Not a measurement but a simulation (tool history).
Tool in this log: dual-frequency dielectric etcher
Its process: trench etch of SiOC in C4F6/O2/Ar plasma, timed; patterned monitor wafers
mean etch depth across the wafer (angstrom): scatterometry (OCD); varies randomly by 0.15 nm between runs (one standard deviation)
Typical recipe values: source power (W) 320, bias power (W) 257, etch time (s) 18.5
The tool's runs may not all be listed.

| run | hour | source power (W) | bias power (W) | etch time (s) | read-back reference wafer on the same gauge, depth_nm | mean etch depth across the wafer (angstrom) |
|---|---|---|---|---|---|---|
| 1 | 0.0 | 320 | 257 | 14.0 | 34.32 | 310.9 |
| 2 | 30.3 | 320 | 257 | 18.5 | 34.33 | 412.4 |
| 3 | 70.6 | 320 | 257 | 18.5 | 34.29 | 413.8 |
| 4 | 142.0 | 320 | 257 | 14.5 | 34.32 | 323.4 |
| 5 | 192.4 | 320 | 257 | 14.5 | 34.30 | 324.2 |
| 6 | 221.4 | 320 | 257 | 14.5 | 34.32 | 322.7 |
|  | 263.2 | wet clean of the chamber |
| 7 | 263.7 | 320 | 257 | 18.5 | 34.33 | 411.5 |
| 8 | 327.4 | 320 | 257 | 18.5 | 34.26 | 412.3 |
| 9 | 375.8 | 320 | 257 | 18.5 | 34.29 | 413.3 |
| 10 | 409.4 | 320 | 257 | 18.5 | 34.34 | 411.7 |
| 11 | 443.4 | 320 | 257 | 18.5 | 34.36 | 413.1 |
|  | 458.0 | gauge calibrated |
| 12 | 472.2 | 320 | 257 | 18.5 | 34.27 | 410.9 |
| 13 | 504.7 | 320 | 290 | 18.5 | 34.31 | 423.8 |
|  | 534.7 | source power generator calibrated |
| 14 | 562.8 | 320 | 257 | 21.5 | 34.33 | 477.9 |
| 15 | 596.0 | 350 | 257 | 18.5 | 34.31 | 432.3 |
| 16 | 624.9 | 320 | 257 | 18.5 | 34.32 | 412.8 |
|  | 646.9 | bias power generator calibrated |
|  | 691.0 | wet clean of the chamber |
| 17 | 691.5 | 390 | 283 | 16.5 | 34.28 | 411.6 |
| 18 | 709.7 | 340 | 303 | 13.0 | 34.33 | 309.3 |
| 19 | 774.9 | 320 | 257 | 18.5 | 34.32 | 412.1 |
| 20 | 818.9 | 320 | 257 | 20.5 | 34.33 | 456.8 |
| 21 | 849.1 | 340 | 257 | 15.5 | 34.30 | 354.2 |
| 22 | 919.8 | 320 | 257 | 17.0 | 34.30 | 382.5 |
|  | 986.5 | upper electrode replaced |
| 23 | 987.0 | 370 | 257 | 18.5 | 34.26 | 443.8 |
| 24 | 1043.1 | 320 | 257 | 18.5 | 34.29 | 413.6 |
|  | 1134.7 | wet clean of the chamber |
| 25 | 1194.3 | 290 | 303 | 22.0 | 34.34 | 483.0 |
| 26 | 1235.6 | 320 | 257 | 18.5 | 34.29 | 415.7 |
| 27 | 1285.2 | 320 | 257 | 18.5 | 34.28 | 410.5 |
| 28 | 1312.0 | 290 | 206 | 15.5 | 34.32 | 315.3 |
| 29 | 1348.4 | 370 | 227 | 22.0 | 34.28 | 513.2 |
| 30 | 1398.0 | 250 | 289 | 14.0 | 34.31 | 282.1 |

4 ways to go on from here, each from the tool as it stands after run 30. What would each give?
| A | 1398.4 | 320 | 318 | 18.5 | ? | ? |
| B | 1398.4 | 350 | 318 | 15.0 | ? | ? |
| C | 1398.4 | 280 | 280 | 18.5 | ? | ? |
| D | 1398.4 | 240 | 196 | 13.5 | ? | ? |

| run | read-back reference wafer on the same gauge, depth_nm | mean etch depth across the wafer (angstrom) |
|---|---|---|
| A | 34.33 | 431.1 |
| B | 34.33 | 365.0 |
| C | 34.33 | 392.8 |
| D | 34.33 | 247.4 |
Take away the tool's hidden state, keep each run's random variation, and the runs would have read:
| run | mean etch depth across the wafer (angstrom) |
|---|---|
| A | 431.1 |
| B | 365.0 |
| C | 392.8 |
| D | 247.4 |
